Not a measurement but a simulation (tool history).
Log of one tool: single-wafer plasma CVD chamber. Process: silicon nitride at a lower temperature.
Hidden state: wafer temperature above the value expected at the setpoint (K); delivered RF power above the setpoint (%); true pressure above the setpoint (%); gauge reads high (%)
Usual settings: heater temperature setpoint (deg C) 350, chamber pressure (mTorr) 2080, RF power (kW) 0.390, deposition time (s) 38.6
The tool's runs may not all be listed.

run    hour  heater temperature setpoint (deg C)  chamber pressure (mTorr)  RF power (kW)  deposition time (s)  wafers since the last listed run  hours since the last thermocouple change  hours since the last RF generator calibration  hours since the last manometer calibration  hours since the showerhead was replaced  hours since the gauge calibration  read-back reference wafer on the same gauge, thickness_nm  mean film thickness on the monitor wafer (angstrom)
  1     0.0                                  350                      2480          0.390                 38.6                                 0                                    2052.6                                         1284.5                                       890.1                                   5488.8                              225.6                                                     66.512                                               621.34
  2   104.0                                  350                      2480          0.390                 38.6                              2418                                    2156.6                                         1388.5                                       994.1                                   5592.8                              329.6                                                     66.464                                               620.54
  3   204.5                                  350                      2480          0.390                 38.6                              2336                                    2257.1                                         1489.0                                      1094.6                                   5693.3                              430.1                                                     66.551                                               618.37
  4   253.3                                  341                      2080          0.390                 38.6                              1134                                    2305.9                                         1537.8                                      1143.4                                   5742.1                              478.9                                                     66.564                                               590.89
  5   342.0                                  350                      2080          0.390                 38.6                              2062                                    2394.6                                         1626.5                                      1232.1                                   5830.8                              567.6                                                     66.476                                               587.70
  6   425.5                                  339                      2080          0.390                 38.6                              1941                                    2478.1                                         1710.0                                      1315.6                                   5914.3                              651.1                                                     66.462                                               590.88
  7   648.3                                  350                      2080          0.390                 38.6                              5180                                    2700.9                                         1932.8                                      1538.4                                   6137.1                              873.9                                                     66.489                                               583.92
      678.3  -- showerhead replaced
  8   724.4                                  350                      2080          0.390                 38.6                              1583                                    2777.0                                         2008.9                                      1614.5                                     46.1                              950.0                                                     66.473                                               584.51
      749.2  -- gauge calibrated
  9   770.7                                  350                      2080          0.390                 32.5                              1076                                    2823.3                                         2055.2                                      1660.8                                     92.4                               21.5                                                     66.488                                               490.84
 10   820.9                                  364                      2080          0.445                 38.6                              1167                                    2873.5                                         2105.4                                      1711.0                                    142.6                               71.7                                                     66.497                                               619.94
      841.7  -- capacitance manometer re-zeroed and calibrated
      842.2  -- thermocouple changed; heater temperature recalibrated
      890.8  -- RF generator calibrated
 11   891.3                                  350                      2080          0.390                 38.6                              1252                                      49.1                                            0.5                                        49.6                                    213.0                              142.1                                                     66.494                                               601.88
 12   938.6                                  350                      1590          0.390                 44.7                              1099                                      96.4                                           47.8                                        96.9                                    260.3                              189.4                                                     66.517                                               643.67
 13   987.7                                  350                      2080          0.390                 38.6                              1141                                     145.5                                           96.9                                       146.0                                    309.4                              238.5                                                     66.487                                               601.48
 14  1029.7                                  350                      1870          0.390                 38.6                               976                                     187.5                                          138.9                                       188.0                                    351.4                              280.5                                                     66.468                                               583.61
 15  1103.2                                  350                      2080          0.390                 33.1                              1709                                     261.0                                          212.4                                       261.5                                    424.9                              354.0                                                     66.540                                               516.22
 16  1179.5                                  350                      2080          0.415                 35.9                              1774                                     337.3                                          288.7                                       337.8                                    501.2                              430.3                                                     66.544                                               577.48
 17  1280.7                                  350                      2080          0.340                 38.6                              2353                                     438.5                                          389.9                                       439.0                                    602.4                              531.5                                                     66.454                                               558.10
 18  1372.7                                  350                      2080          0.390                 38.6                              2139                                     530.5                                          481.9                                       531.0                                    694.4                              623.5                                                     66.550                                               600.91

Measured less the same run without the tool's hidden state. The same run-to-run variation is in both; the gauge's scatter may not be:
run  mean film thickness on the monitor wafer (angstrom)
  1                                                -8.64
  2                                                -9.88
  3                                               -11.15
  4                                               -11.29
  5                                               -12.44
  6                                               -13.72
  7                                               -17.09
  8                                               -18.43
  9                                               -16.17
 10                                               -20.00
 11                                                -0.74
 12                                                -0.81
 13                                                -0.78
 14                                                -0.79
 15                                                -0.80
 16                                                -0.98
 17                                                -1.28
 18                                                -1.72
